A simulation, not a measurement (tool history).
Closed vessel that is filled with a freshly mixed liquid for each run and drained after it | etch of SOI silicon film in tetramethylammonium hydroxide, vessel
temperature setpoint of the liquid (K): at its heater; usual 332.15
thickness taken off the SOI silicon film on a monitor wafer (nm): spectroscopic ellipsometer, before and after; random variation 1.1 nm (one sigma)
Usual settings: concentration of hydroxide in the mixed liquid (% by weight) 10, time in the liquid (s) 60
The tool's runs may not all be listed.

run   hour  temperature setpoint of the liquid (K)  concentration of hydroxide in the mixed liquid (% by weight)  time in the liquid (s)  wafers since the last listed run  hours since the thermometer was replaced  hours since the hydroxide flow meter was replaced  hours since the gauge calibration  read-back film thickness of the SOI silicon film reference wafer, read on the same gauge (nm)  thickness taken off the SOI silicon film on a monitor wafer (nm)
  1      0                                  332.15                                                            10                      60                                 0                                    1590.8                                                435                              228.6                                                                                         139.99                                                            235.87
  2    6.7                                  332.15                                                             8                      60                               885                                    1597.5                                              441.7                              235.3                                                                                         140.03                                                            258.22
  3   24.5                                  332.15                                                             8                      60                              2352                                    1615.3                                              459.5                              253.1                                                                                         140.01                                                            257.43
  4     31                                  332.15                                                             8                      60                               858                                    1621.8                                                466                              259.6                                                                                            140                                                            257.59
  5     45                                  336.65                                                            10                      60                              1850                                    1635.8                                                480                              273.6                                                                                         140.03                                                             314.7
  6   60.5                                  336.65                                                            10                      60                              2048                                    1651.3                                              495.5                              289.1                                                                                         140.01                                                            311.31
  7   95.4                                  336.65                                                            10                      60                              4611                                    1686.2                                              530.4                                324                                                                                         140.01                                                            310.98
  8  109.8                                  332.15                                                            10                      50                              1902                                    1700.6                                              544.8                              338.4                                                                                            140                                                            198.67
  9  125.6                                  332.15                                                            10                      50                              2087                                    1716.4                                              560.6                              354.2                                                                                         139.99                                                             198.1
     137.5  -- thermometer replaced
 10  144.2                                  332.15                                                            12                      60                              2325                                       6.7                                              579.2                              372.8                                                                                         140.01                                                            239.62
 11  154.3                                  332.15                                                            12                      60                              1334                                      16.8                                              589.3                              382.9                                                                                         139.99                                                            242.24
 12    162                                  332.15                                                            10                      60                              1017                                      24.5                                                597                              390.6                                                                                         140.01                                                            256.03
 13  179.9                                  332.15                                                            10                      60                              2365                                      42.4                                              614.9                              408.5                                                                                         139.99                                                            257.57
     181.2  -- hydroxide flow meter replaced
 14  195.9                                  332.15                                                            10                      60                              1982                                      58.4                                               14.7                              424.5                                                                                            140                                                            257.44
 15  203.3                                  332.15                                                            10                      60                               977                                      65.8                                               22.1                              431.9                                                                                         140.04                                                            257.68
     211.2  -- gauge calibrated
 16  214.5                                  332.15                                                            10                      60                              1480                                        77                                               33.3                                3.3                                                                                         140.01                                                            254.66
       225  -- thermometer replaced, repeated, since the last time left the tool worse
 17  227.2                                  336.65                                                            10                      60                              1546                                       2.2                                                 46                                 16                                                                                         140.01                                                            277.19
 18  242.5                                  332.15                                                            10                      60                              2021                                      17.5                                               61.3                               31.3                                                                                            140                                                            211.64

The next listed run, before its measurement:
 19  255.4                                  334.65                                                           7.5                      95                              1704                                      30.4                                               74.2                               44.2                                                                                              ?                                                                 ?

{"run 19": {"read-back film thickness of the SOI silicon film reference wafer, read on the same gauge (nm)": 139.99, "thickness taken off the SOI silicon film on a monitor wafer (nm)": 435.43}}
Without the tool's hidden state the same run would have given thickness taken off the SOI silicon film on a monitor wafer (nm) 431.15.
